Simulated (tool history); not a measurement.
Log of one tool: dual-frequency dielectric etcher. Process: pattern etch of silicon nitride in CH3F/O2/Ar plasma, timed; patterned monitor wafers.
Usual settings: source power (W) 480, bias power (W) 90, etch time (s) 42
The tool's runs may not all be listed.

| run | hour | source power (W) | bias power (W) | etch time (s) | wafers since the last listed run | hours since the last wet clean | hours since the last source power generator calibration | hours since the last bias power generator calibration | hours since the last upper electrode change | hours since the gauge calibration | read-back reference wafer on the same gauge, depth_nm | mean etch depth across the wafer (nm) |
|---|---|---|---|---|---|---|---|---|---|---|---|---|
| 1 | 0 | 530 | 106 | 42 | 0 | 372.3 | 2718.8 | 1892.7 | 2684.3 | 40.9 | 41.49 | 39.27 |
| 2 | 8.4 | 480 | 90 | 42 | 115 | 380.7 | 2727.2 | 1901.1 | 2692.7 | 49.3 | 41.48 | 35.03 |
| 3 | 22.8 | 480 | 90 | 42 | 198 | 395.1 | 2741.6 | 1915.5 | 2707.1 | 63.7 | 41.49 | 35.15 |
| 4 | 40.2 | 480 | 90 | 42 | 239 | 412.5 | 2759 | 1932.9 | 2724.5 | 81.1 | 41.5 | 34.95 |
|  | 53.9 | gauge calibrated |
|  | 56 | bias power generator calibrated |
|  | 76.9 | upper electrode replaced |
| 5 | 77.4 | 530 | 90 | 42 | 168 | 449.7 | 2796.2 | 21.4 | 0.5 | 23.5 | 41.49 | 36.08 |
| 6 | 77.7 | 530 | 90 | 42 | 4 | 450 | 2796.5 | 21.7 | 0.8 | 23.8 | 41.48 | 36.02 |
|  | 89.6 | source power generator calibrated |
| 7 | 90.1 | 480 | 80 | 48 | 115 | 462.4 | 0.5 | 34.1 | 13.2 | 36.2 | 41.5 | 37.3 |
|  | 116.9 | wet clean of the chamber |
| 8 | 117.4 | 430 | 84 | 46 | 45 | 0.5 | 27.8 | 61.4 | 40.5 | 63.5 | 41.51 | 36.7 |
| 9 | 117.7 | 520 | 90 | 42 | 4 | 0.8 | 28.1 | 61.7 | 40.8 | 63.8 | 41.49 | 37.24 |
| 10 | 118.1 | 480 | 90 | 42 | 5 | 1.2 | 28.5 | 62.1 | 41.2 | 64.2 | 41.5 | 36.12 |
| 11 | 119.3 | 480 | 102 | 42 | 16 | 2.4 | 29.7 | 63.3 | 42.4 | 65.4 | 41.49 | 38.06 |
| 12 | 125.5 | 590 | 76 | 33.5 | 85 | 8.6 | 35.9 | 69.5 | 48.6 | 71.6 | 41.49 | 28.86 |
| 13 | 138.9 | 540 | 105 | 42 | 184 | 22 | 49.3 | 82.9 | 62 | 85 | 41.52 | 40.47 |
|  | 141.7 | gauge calibrated |
| 14 | 147 | 480 | 84 | 53.5 | 111 | 30.1 | 57.4 | 91 | 70.1 | 5.3 | 41.52 | 44.12 |
| 15 | 155.3 | 480 | 90 | 42 | 114 | 38.4 | 65.7 | 99.3 | 78.4 | 13.6 | 41.48 | 35.97 |

Measured less the same run without the tool's hidden state. The same run-to-run variation is in both; the gauge's scatter may not be:
The hidden state here: etch rate over this chamber's usual, %; source power that arrives over what is set, %; bias power that arrives over what is set, %; gauge reads high (%).
| run | mean etch depth across the wafer (nm) |
|---|---|
| 1 | -1.45 |
| 2 | -1.33 |
| 3 | -1.4 |
| 4 | -1.46 |
| 5 | -1.68 |
| 6 | -1.68 |
| 7 | -1.8 |
| 8 | -0.28 |
| 9 | -0.29 |
| 10 | -0.28 |
| 11 | -0.3 |
| 12 | -0.25 |
| 13 | -0.42 |
| 14 | -0.49 |
| 15 | -0.44 |

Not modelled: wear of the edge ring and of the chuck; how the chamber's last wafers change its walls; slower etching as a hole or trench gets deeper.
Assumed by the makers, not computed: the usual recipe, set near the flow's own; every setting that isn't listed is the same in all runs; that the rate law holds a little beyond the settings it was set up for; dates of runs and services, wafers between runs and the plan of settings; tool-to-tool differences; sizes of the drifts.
